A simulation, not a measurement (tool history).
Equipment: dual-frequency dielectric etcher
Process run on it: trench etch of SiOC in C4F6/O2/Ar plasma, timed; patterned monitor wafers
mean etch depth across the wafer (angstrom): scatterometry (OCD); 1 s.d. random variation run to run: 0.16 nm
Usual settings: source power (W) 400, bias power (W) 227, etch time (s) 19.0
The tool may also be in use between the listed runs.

run,day,source power (W),bias power (W),etch time (s),wafers since the last listed run,hours since the last wet clean,hours since the last source power generator calibration,hours since the last bias power generator calibration,hours since the last upper electrode change,hours since the gauge calibration,"read-back reference wafer on the same gauge, depth_nm",mean etch depth across the wafer (angstrom)
1,0.000,400,227,19.0,0,428.8,2662.2,3480.8,2377.0,138.9,48.90,414.8
2,0.692,400,265,19.0,294,445.4,2678.8,3497.4,2393.6,155.5,48.84,431.5
3,1.325,400,265,19.0,270,460.6,2694.0,3512.6,2408.8,170.7,48.87,428.7
4,1.867,400,227,19.0,231,473.6,2707.0,3525.6,2421.8,183.7,48.89,412.0
5,2.538,400,227,19.0,286,489.7,2723.1,3541.7,2437.9,199.8,48.90,413.4
6,2.858,400,227,19.0,136,497.4,2730.8,3549.4,2445.6,207.5,48.89,411.2
7,3.283,400,227,19.0,181,507.6,2741.0,3559.6,2455.8,217.7,48.91,410.0
8,3.638,400,227,19.0,151,516.1,2749.5,3568.1,2464.3,226.2,48.86,410.5
# day 5.604: wet clean of the chamber
9,5.625,400,227,19.0,421,0.5,2797.2,3615.8,2512.0,273.9,48.87,425.6
10,5.858,400,252,19.0,99,6.1,2802.8,3621.4,2517.6,279.5,48.88,438.3
11,6.325,400,252,19.0,199,17.3,2814.0,3632.6,2528.8,290.7,48.93,440.8
12,6.588,400,252,19.0,111,23.6,2820.3,3638.9,2535.1,297.0,48.88,439.2
13,7.192,400,227,19.0,257,38.1,2834.8,3653.4,2549.6,311.5,48.92,427.6
# day 7.575: source power generator calibrated
14,7.596,470,227,19.0,101,47.8,0.5,3663.1,2559.3,321.2,48.83,453.4
15,8.062,310,258,23.5,199,59.0,11.7,3674.3,2570.5,332.4,48.92,498.2

For run 16, what comes out?
# day 8.508: bias power generator calibrated
16,8.529,440,271,17.0,127,70.2,22.9,0.5,2581.7,343.6,?,?

read-back reference wafer on the same gauge, depth_nm: 48.95
mean etch depth across the wafer (angstrom): 412.4
Had the tool carried no hidden state, the very same run would have given mean etch depth across the wafer (angstrom) 412.4.
